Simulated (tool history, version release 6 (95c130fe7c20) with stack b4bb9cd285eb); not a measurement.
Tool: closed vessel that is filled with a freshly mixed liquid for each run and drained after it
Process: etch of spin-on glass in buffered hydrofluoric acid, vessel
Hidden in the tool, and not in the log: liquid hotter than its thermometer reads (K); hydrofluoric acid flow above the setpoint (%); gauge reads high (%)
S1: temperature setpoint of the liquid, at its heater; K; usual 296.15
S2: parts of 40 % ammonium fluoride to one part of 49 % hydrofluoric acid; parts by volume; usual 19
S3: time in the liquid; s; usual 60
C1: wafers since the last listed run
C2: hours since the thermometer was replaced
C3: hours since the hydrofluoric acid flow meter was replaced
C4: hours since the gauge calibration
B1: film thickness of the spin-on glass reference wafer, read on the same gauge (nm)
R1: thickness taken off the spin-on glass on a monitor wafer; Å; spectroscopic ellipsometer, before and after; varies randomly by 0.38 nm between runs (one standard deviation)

run,hour,S1,S2,S3,C1,C2,C3,C4,B1,R1
1,0,296.15,19,60,0,2389.2,19.7,456.2,89.99,931.3
2,20.4,296.15,19,60,3069,2409.6,40.1,476.6,90,927.6
3,50.4,296.15,19,60,4513,2439.6,70.1,506.6,90.02,931.7
4,64.3,296.15,19,60,2091,2453.5,84,520.5,90.02,925.9
5,90,296.15,19,60,3866,2479.2,109.7,546.2,90,931.4
6,115.2,296.15,19,60,3791,2504.4,134.9,571.4,89.99,932.5
7,133.4,296.15,19,60,2738,2522.6,153.1,589.6,90.03,933.3
8,148.3,296.15,19,80,2241,2537.5,168,604.5,89.96,1235.6
9,167.2,296.15,19,80,2843,2556.4,186.9,623.4,90,1250.3
10,196,296.15,19,80,4332,2585.2,215.7,652.2,90.02,1234.4
11,222.2,296.15,19,60,3941,2611.4,241.9,678.4,90.02,934.4
12,236.1,296.15,19,60,2091,2625.3,255.8,692.3,90.01,926.5
# hour 251.5: gauge calibrated
13,258.1,296.15,19,60,3309,2647.3,277.8,6.6,89.99,928.2
14,290.1,296.15,23.5,80,4814,2679.3,309.8,38.6,90,1060.7
15,318.5,296.15,23.5,80,4272,2707.7,338.2,67,90.01,1053.7
# hour 338.4: thermometer replaced
16,338.9,296.15,19,60,2918,0.5,358.6,87.4,90.01,926.7
17,351.8,296.15,16,80,1940,13.4,371.5,100.3,90.02,1467.6
18,374.3,296.15,22,85,3385,35.9,394,122.8,89.98,1169.8
19,390.5,296.15,23.5,60,2437,52.1,410.2,139,89.99,793.7
20,404,296.15,19,60,2031,65.6,423.7,152.5,90.02,928.7
21,429.7,296.15,19,60,3866,91.3,449.4,178.2,90,936.7
22,446.1,300.65,21,60,2467,107.7,465.8,194.6,90.02,1102.9
# hour 482.2: hydrofluoric acid flow meter replaced
23,482.7,293.65,25.5,80,5355,144.3,0.5,231.2,90.01,870.7
24,507,296.15,13.5,60,3655,168.6,24.8,255.5,90.01,1300.7
25,536.2,296.15,21.5,35,4393,197.8,54,284.7,89.98,487.6
26,565.1,292.65,15.5,45,4347,226.7,82.9,313.6,90,696.5
27,588.7,291.15,25.5,70,3550,250.3,106.5,337.2,89.99,659.7
28,603.4,292.15,15.5,40,2211,265,121.2,351.9,89.99,605.3
29,633.6,296.15,19,60,4543,295.2,151.4,382.1,90.03,932.8
30,656.2,296.15,21.5,60,3400,317.8,174,404.7,90.01,842.4
31,679.1,296.15,12,60,3445,340.7,196.9,427.6,90.02,1455.8
32,708.4,296.15,25,50,4408,370,226.2,456.9,90.01,628.7
33,732.6,296.15,19,60,3640,394.2,250.4,481.1,90,932.8

What the log doesn't show, run by run:
liquid hotter than its thermometer reads (K): 0, the same for each run
hydrofluoric acid flow above the setpoint (%): 0, the same for each run
gauge reads high (%): 0, the same for each run
